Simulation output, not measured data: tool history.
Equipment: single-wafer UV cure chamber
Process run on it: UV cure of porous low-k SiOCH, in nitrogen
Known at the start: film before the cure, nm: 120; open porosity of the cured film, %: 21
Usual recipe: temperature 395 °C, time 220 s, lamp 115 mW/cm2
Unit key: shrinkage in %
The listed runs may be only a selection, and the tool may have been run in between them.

run   hour  temperature  time  lamp  wafers since the last listed run  hours since the UV bulbs were replaced  wafers since the quartz window was cleaned  shrinkage
  1    0.0          395   220   115                                 0                                   771.9                                        1494     12.706
      27.8  -- quartz window cleaned
  2   32.1          395   220   115                               160                                   804.0                                          28     12.596
  3   47.6          395   220   115                               103                                   819.5                                         132     12.616
  4   80.0          382   220   115                               215                                   851.9                                         347     12.406
  5  170.1          382   220   115                               600                                   942.0                                         948     12.249
  6  205.4          395   220   115                               235                                   977.3                                        1183     12.538
     243.1  -- quartz window cleaned
  7  243.6          395   220   115                               201                                  1015.5                                           3     12.522
  8  261.9          395   220   115                               121                                  1033.8                                         125     12.591
     272.9  -- UV bulbs replaced
  9  295.3          395   220   115                               169                                    22.4                                         294     11.112
 10  326.6          395   220   115                               208                                    53.7                                         502     10.847
 11  359.6          395   220   115                               219                                    86.7                                         722     10.982
 12  382.9          395   220   132                               155                                   110.0                                         878     11.701
     412.1  -- UV bulbs replaced, repeated, since the last time left the tool worse
 13  416.6          395   220   132                               171                                     4.5                                        1049     13.931
     432.1  -- quartz window cleaned
 14  440.6          395   220   115                               106                                    28.5                                          56     13.593
 15  460.4          413   130   144                               131                                    48.3                                         188     12.174
 16  485.9          395   220   153                               169                                    73.8                                         358     15.017
 17  518.5          395   305   115                               217                                   106.4                                         575     15.034
 18  614.9          380   100   125                               642                                   202.8                                        1217      9.529
 19  628.4          395   220   115                                89                                   216.3                                        1307     13.099
     655.8  -- quartz window cleaned
 20  656.3          407   100   115                               132                                   244.2                                           3      9.622
 21  668.7          395   300   132                                82                                   256.6                                          85     15.414
 22  699.4          387   255    99                               204                                   287.3                                         290     12.818
 23  715.1          379   135   146                               104                                   303.0                                         394     11.536
 24  788.9          408   125    95                               491                                   376.8                                         886      9.725
 25  806.9          409   140    98                               119                                   394.8                                        1006     10.383
 26  823.8          395   115   115                               112                                   411.7                                        1119     10.007
 27  849.9          389   340   132                               173                                   437.8                                        1293     15.569
 28  871.6          395   220   115                               144                                   459.5                                        1437     12.921

The tool's hidden state at each run:
transmission lost against a clean window, %: 0 at every run
H1: lamp output below its setpoint, %
run     H1
  1   18.8
  2     19
  3   19.1
  4   19.3
  5   19.9
  6     20
  7   20.2
  8   20.3
  9   40.7
 10   42.1
 11   43.6
 12   44.5
 13  0.772
 14   1.95
 15   2.87
 16   3.98
 17   5.32
 18   8.69
 19   9.11
 20   9.92
 21   10.3
 22   11.1
 23   11.5
 24   13.1
 25   13.5
 26   13.8
 27   14.2
 28   14.6

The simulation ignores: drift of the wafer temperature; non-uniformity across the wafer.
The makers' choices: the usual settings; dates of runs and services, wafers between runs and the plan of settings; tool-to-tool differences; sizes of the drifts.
